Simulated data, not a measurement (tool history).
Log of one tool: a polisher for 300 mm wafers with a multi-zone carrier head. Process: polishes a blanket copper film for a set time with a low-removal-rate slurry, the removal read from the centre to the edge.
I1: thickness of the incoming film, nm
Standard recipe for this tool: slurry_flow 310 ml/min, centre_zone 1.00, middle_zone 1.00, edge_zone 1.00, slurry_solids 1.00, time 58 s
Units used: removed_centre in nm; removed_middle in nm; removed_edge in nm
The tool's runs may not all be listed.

Run 1, day 0.000: usual settings; I1 1582.8. Result: removed_centre 190.5 nm, removed_middle 198.4 nm, removed_edge 197.0 nm.
Run 2, day 0.562: usual settings but slurry_flow 270 ml/min; I1 1564.9. Result: removed_centre 185.3 nm, removed_middle 195.6 nm, removed_edge 192.6 nm.
Run 3, day 1.129: usual settings; I1 1552.1. Result: removed_centre 187.3 nm, removed_middle 197.9 nm, removed_edge 196.7 nm.
Run 4, day 1.821: usual settings but edge_zone 0.93; I1 1581.3. Result: removed_centre 194.3 nm, removed_middle 193.6 nm, removed_edge 188.3 nm.
At day 2.058: worn pad replaced by a new one.
Run 5, day 2.500: usual settings but middle_zone 1.10, edge_zone 1.04, slurry_solids 0.75; I1 1577.3. Result: removed_centre 180.3 nm, removed_middle 200.6 nm, removed_edge 187.5 nm.
Run 6, day 3.008: usual settings; I1 1549.3. Result: removed_centre 190.6 nm, removed_middle 194.7 nm, removed_edge 191.8 nm.
Run 7, day 3.475: usual settings but slurry_flow 255 ml/min, centre_zone 1.03, middle_zone 0.91, edge_zone 1.06; I1 1578.0. Result: removed_centre 185.1 nm, removed_middle 175.4 nm, removed_edge 194.2 nm.
At day 4.029: slurry nozzle cleaned.
Run 8, day 4.138: usual settings but time 73 s; I1 1585.4. Result: removed_centre 256.6 nm, removed_middle 266.5 nm, removed_edge 256.3 nm.
Run 9, day 4.462: usual settings; I1 1568.7. Result: removed_centre 205.0 nm, removed_middle 208.6 nm, removed_edge 202.8 nm.
Run 10, day 4.817: usual settings but middle_zone 1.07, time 69 s; I1 1568.7. Result: removed_centre 246.1 nm, removed_middle 261.7 nm, removed_edge 239.1 nm.
Run 11, day 5.138: usual settings but slurry_solids 1.15, time 63 s; I1 1587.7. Result: removed_centre 230.7 nm, removed_middle 232.5 nm, removed_edge 227.7 nm.
At day 5.688: worn pad replaced by a new one.
Run 12, day 5.729: usual settings but middle_zone 1.03, time 49 s; I1 1592.8. Result: removed_centre 168.7 nm, removed_middle 182.1 nm, removed_edge 172.4 nm.
At day 6.121: centre zone pressure recalibrated.
At day 6.138: edge zone pressure recalibrated.
Run 13, day 6.158: usual settings but centre_zone 0.88; I1 1604.2. Result: removed_centre 175.9 nm, removed_middle 208.1 nm, removed_edge 202.0 nm.
Run 14, day 6.454: usual settings but slurry_flow 350 ml/min, slurry_solids 0.75, time 45 s; I1 1565.9. Result: removed_centre 148.9 nm, removed_middle 152.7 nm, removed_edge 151.2 nm.
Run 15, day 7.125: usual settings; I1 1569.8. Result: removed_centre 198.8 nm, removed_middle 206.4 nm, removed_edge 201.2 nm.
Run 16, day 7.517: usual settings; I1 1586.8. Result: removed_centre 201.3 nm, removed_middle 205.0 nm, removed_edge 203.2 nm.
Run 17, day 8.162: usual settings but slurry_flow 370 ml/min, middle_zone 0.91; I1 1590.4. Result: removed_centre 205.0 nm, removed_middle 195.5 nm, removed_edge 204.8 nm.
Run 18, day 8.421: usual settings but slurry_flow 225 ml/min, centre_zone 0.94, slurry_solids 0.85; I1 1545.3. Result: removed_centre 176.4 nm, removed_middle 190.5 nm, removed_edge 190.7 nm.
Run 19, day 9.100: usual settings but middle_zone 1.04, edge_zone 1.09; I1 1576.9. Result: removed_centre 203.5 nm, removed_middle 218.4 nm, removed_edge 210.9 nm.
Run 20, day 9.567: usual settings but slurry_flow 245 ml/min; I1 1593.3. Result: removed_centre 194.6 nm, removed_middle 202.8 nm, removed_edge 197.3 nm.
At day 9.979: worn pad replaced by a new one.
Run 21, day 10.267: usual settings but middle_zone 0.91, slurry_solids 1.10; I1 1582.9. Result: removed_centre 209.4 nm, removed_middle 196.0 nm, removed_edge 206.7 nm.
Run 22, day 10.817: usual settings but slurry_flow 225 ml/min, edge_zone 1.09, slurry_solids 1.30; I1 1565.8. Result: removed_centre 203.1 nm, removed_middle 210.5 nm, removed_edge 215.0 nm.

4 options for the next run, each taken on its own from the tool as it stands now. Forecast them:
Run A, day 10.833: usual settings; I1 1560.2. Result: removed_centre ?, removed_middle ?, removed_edge ?.
Run B, day 10.833: usual settings but centre_zone 0.93; I1 1560.2. Result: removed_centre ?, removed_middle ?, removed_edge ?.
Run C, day 10.833: usual settings but centre_zone 0.92, edge_zone 1.07; I1 1560.2. Result: removed_centre ?, removed_middle ?, removed_edge ?.
Run D, day 10.833: usual settings but time 65 s; I1 1560.2. Result: removed_centre ?, removed_middle ?, removed_edge ?.

run  removed_centre  removed_middle  removed_edge
  A           202.4           206.3         203.4
  B           188.1           206.4         203.4
  C           186.1           206.4         210.3
  D           226.8           231.2         228.0
Without the tool's hidden state the same runs would have given:
run  removed_centre  removed_middle  removed_edge
  A           203.6           207.4         204.3
  B           189.3           207.5         204.3
  C           187.2           207.5         211.2
  D           228.2           232.5         228.9

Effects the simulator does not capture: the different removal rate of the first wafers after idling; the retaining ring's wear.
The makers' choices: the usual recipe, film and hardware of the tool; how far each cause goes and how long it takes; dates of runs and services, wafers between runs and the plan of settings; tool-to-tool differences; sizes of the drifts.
